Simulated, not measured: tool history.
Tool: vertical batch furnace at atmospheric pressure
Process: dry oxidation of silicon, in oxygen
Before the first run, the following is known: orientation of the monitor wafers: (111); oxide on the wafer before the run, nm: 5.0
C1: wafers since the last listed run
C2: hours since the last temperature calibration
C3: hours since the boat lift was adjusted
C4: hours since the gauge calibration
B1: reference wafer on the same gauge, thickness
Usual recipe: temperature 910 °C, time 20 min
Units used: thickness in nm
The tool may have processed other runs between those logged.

run 1 day=0 | temperature=910 time=20 | C1=0 C2=3709.1 C3=3479.1 C4=52 | B1=17.09 | thickness=17.39
run 2 day=0.583 | temperature=910 time=20 | C1=239 C2=3723.1 C3=3493.1 C4=66 | B1=17.11 | thickness=17.12
run 3 day=1.212 | temperature=900 time=20 | C1=258 C2=3738.2 C3=3508.2 C4=81.1 | B1=17.13 | thickness=15.8
run 4 day=1.512 | temperature=900 time=20 | C1=123 C2=3745.4 C3=3515.4 C4=88.3 | B1=17.11 | thickness=15.74
run 5 day=3.496 | temperature=900 time=20 | C1=815 C2=3793 C3=3563 C4=135.9 | B1=17.1 | thickness=15.79
run 6 day=3.796 | temperature=910 time=12.5 | C1=123 C2=3800.2 C3=3570.2 C4=143.1 | B1=17.09 | thickness=13.19
run 7 day=4.292 | temperature=910 time=12.5 | C1=203 C2=3812.1 C3=3582.1 C4=155 | B1=17.08 | thickness=13.34
run 8 day=5.025 | temperature=910 time=20 | C1=301 C2=3829.7 C3=3599.7 C4=172.6 | B1=17.12 | thickness=17.18
run 9 day=5.471 | temperature=910 time=20 | C1=183 C2=3840.4 C3=3610.4 C4=183.3 | B1=17.1 | thickness=17.09
run 10 day=6.112 | temperature=910 time=20 | C1=263 C2=3855.8 C3=3625.8 C4=198.7 | B1=17.14 | thickness=17.34
run 11 day=6.4 | temperature=910 time=16 | C1=118 C2=3862.7 C3=3632.7 C4=205.6 | B1=17.11 | thickness=15.11
run 12 day=7.104 | temperature=910 time=16 | C1=289 C2=3879.6 C3=3649.6 C4=222.5 | B1=17.12 | thickness=15.21
run 13 day=7.458 | temperature=910 time=20 | C1=145 C2=3888.1 C3=3658.1 C4=231 | B1=17.1 | thickness=17.28
-- day=8.388 gauge calibrated
run 14 day=9.262 | temperature=918 time=20 | C1=741 C2=3931.4 C3=3701.4 C4=21 | B1=17.09 | thickness=18.32
run 15 day=9.817 | temperature=918 time=20 | C1=227 C2=3944.7 C3=3714.7 C4=34.3 | B1=17.1 | thickness=18.46
run 16 day=10.425 | temperature=900 time=20 | C1=250 C2=3959.3 C3=3729.3 C4=48.9 | B1=17.06 | thickness=15.79

What will run 17 give?
run 17 day=11.05 | temperature=903 time=23.5 | C1=256 C2=3974.3 C3=3744.3 C4=63.9 | B1=? | thickness=?

Run 17 gave B1 17.06, thickness 17.93 nm.
Take away the tool's hidden state, keep the run-to-run variation as it was, and the same run would have given thickness 17.93 nm.
